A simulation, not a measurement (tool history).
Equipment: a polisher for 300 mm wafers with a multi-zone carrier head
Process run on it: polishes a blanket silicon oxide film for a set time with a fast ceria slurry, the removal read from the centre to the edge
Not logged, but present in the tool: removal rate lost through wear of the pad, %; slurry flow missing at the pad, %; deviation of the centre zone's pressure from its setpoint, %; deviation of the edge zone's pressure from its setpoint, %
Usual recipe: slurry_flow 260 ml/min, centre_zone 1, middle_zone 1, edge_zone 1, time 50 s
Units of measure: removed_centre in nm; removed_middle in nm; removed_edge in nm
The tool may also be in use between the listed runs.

run    hour  slurry_flow  centre_zone  middle_zone  edge_zone  time  wafers since the last listed run  wafers polished on this pad  hours since the slurry nozzle was cleaned  hours since the centre zone pressure was calibrated  hours since the edge zone pressure was calibrated  hours since the carrier head's membrane was replaced  incoming thickness of the incoming film, nm  removed_centre  removed_middle  removed_edge
  1       0          260            1            1          1    50                                 0                         2784                                      251.3                                                765.1                                              546.9                                                 485.1                                       2237.2           665.5           647.5         674.2
       48.7  -- worn pad replaced by a new one
  2    67.8          260            1            1          1    50                               609                          182                                      319.1                                                832.9                                              614.7                                                 552.9                                       2248.1           702.9           724.2         727.9
      106.4  -- carrier head's membrane replaced by a new one
  3   121.9          260            1            1          1    50                               469                          651                                      373.2                                                  887                                              668.8                                                  15.5                                       2249.6           697.7           693.5         694.7
      139.9  -- slurry nozzle cleaned
      164.4  -- centre zone pressure recalibrated
  4   178.8          260            1            1          1    50                               514                         1166                                       38.9                                                 14.4                                              725.7                                                  72.4                                       2261.3           667.6           677.7         666.7
  5     217          260            1            1          1    50                               364                         1531                                       77.1                                                 52.6                                              763.9                                                 110.6                                         2260           665.5           664.2         663.8
  6   271.8          260            1            1          1    50                               523                         2054                                      131.9                                                107.4                                              818.7                                                 165.4                                       2270.3           661.8           660.1         651.4
  7   308.9          260            1         1.09          1    50                               354                         2409                                        169                                                144.5                                              855.8                                                 202.5                                       2240.1           645.3           728.8         658.8
      343.7  -- worn pad replaced by a new one
  8     352          260            1            1          1    50                               373                           79                                      212.1                                                187.6                                              898.9                                                 245.6                                       2245.8           713.2           707.4         714.2
  9   416.4          260            1            1          1    50                               615                          694                                      276.5                                                  252                                              963.3                                                   310                                       2270.4           707.2           694.5         690.8
 10   488.2          260            1            1          1    50                               685                         1380                                      348.3                                                323.8                                             1035.1                                                 381.8                                       2197.6           683.8           681.3         692.5
 11   529.6          320            1         0.94       0.94    59                               395                         1776                                      389.7                                                365.2                                             1076.5                                                 423.2                                       2252.4           813.7           763.8           784
      534.1  -- edge zone pressure recalibrated
      550.7  -- slurry nozzle cleaned
 12     555          260          0.9            1          1    50                               213                         1990                                        4.3                                                390.6                                               20.9                                                 448.6                                       2212.5           607.2           663.5         664.4
 13   590.6          260            1            1          1    50                               340                         2330                                       39.9                                                426.2                                               56.5                                                 484.2                                       2266.5           657.8           660.3         674.5
      599.8  -- carrier head's membrane replaced by a new one
 14   638.3          260            1            1          1    50                               407                         2738                                       87.6                                                473.9                                              104.2                                                  38.5                                       2218.2           653.4           651.7         649.1
      662.8  -- worn pad replaced by a new one
 15   685.6          260            1         0.91       1.03    50                               413                          218                                      134.9                                                521.2                                              151.5                                                  85.8                                       2216.6           720.6           677.5         738.2
 16   731.8          260            1            1          1    50                               441                          659                                      181.1                                                567.4                                              197.7                                                   132                                       2217.1           683.3           703.9         706.2
 17   774.2          260         1.03         0.95          1    50                               405                         1064                                      223.5                                                609.8                                              240.1                                                 174.4                                       2217.2             699           660.5         685.8
 18   808.7          260            1         1.06       1.04    59                               329                         1394                                        258                                                644.3                                              274.6                                                 208.9                                       2253.1           802.2           828.4         804.9
 19   833.3          260            1            1       0.97    35                               235                         1629                                      282.6                                                668.9                                              299.2                                                 233.5                                       2280.1           480.5           474.9         467.4
 20   877.4          260            1         1.08       0.94    50                               421                         2050                                      326.7                                                  713                                              343.3                                                 277.6                                         2225           676.7             696         642.9
      911.8  -- slurry nozzle cleaned
 21   945.7          260            1         0.97       0.89    50                               642                         2693                                       33.9                                                781.3                                              411.6                                                 345.9                                       2243.6           657.7           649.8           651
      962.3  -- worn pad replaced by a new one
 22  1004.3          260            1            1       1.06    50                               521                          400                                       92.5                                                839.9                                              470.2                                                 404.5                                       2250.7           698.1           692.6         729.3
 23  1069.2          205         1.03         1.11       1.11    50                               620                         1020                                      157.4                                                904.8                                              535.1                                                 469.4                                       2243.1           668.5           719.6         703.3

Branching from run 23: 3 alternative next runs. What would each branch give?
  A  1069.6          260            1            1       1.05    50                                 3                         1024                                      157.8                                                905.2                                              535.5                                                 469.8                                       2276.7               ?               ?             ?
  B  1069.6          260         1.11         1.11       1.12    56                                 3                         1024                                      157.8                                                905.2                                              535.5                                                 469.8                                       2276.7               ?               ?             ?
  C  1069.6          260            1         0.95       0.89    50                                 3                         1024                                      157.8                                                905.2                                              535.5                                                 469.8                                       2276.7               ?               ?             ?

run  removed_centre  removed_middle  removed_edge
  A           667.3           691.9         715.9
  B             826           846.3           827
  C           667.1           662.8         662.3
With no hidden state in the tool, these same runs would have given:
run  removed_centre  removed_middle  removed_edge
  A             718           744.4         770.2
  B           888.6           910.5         889.8
  C           717.7           713.1         712.5

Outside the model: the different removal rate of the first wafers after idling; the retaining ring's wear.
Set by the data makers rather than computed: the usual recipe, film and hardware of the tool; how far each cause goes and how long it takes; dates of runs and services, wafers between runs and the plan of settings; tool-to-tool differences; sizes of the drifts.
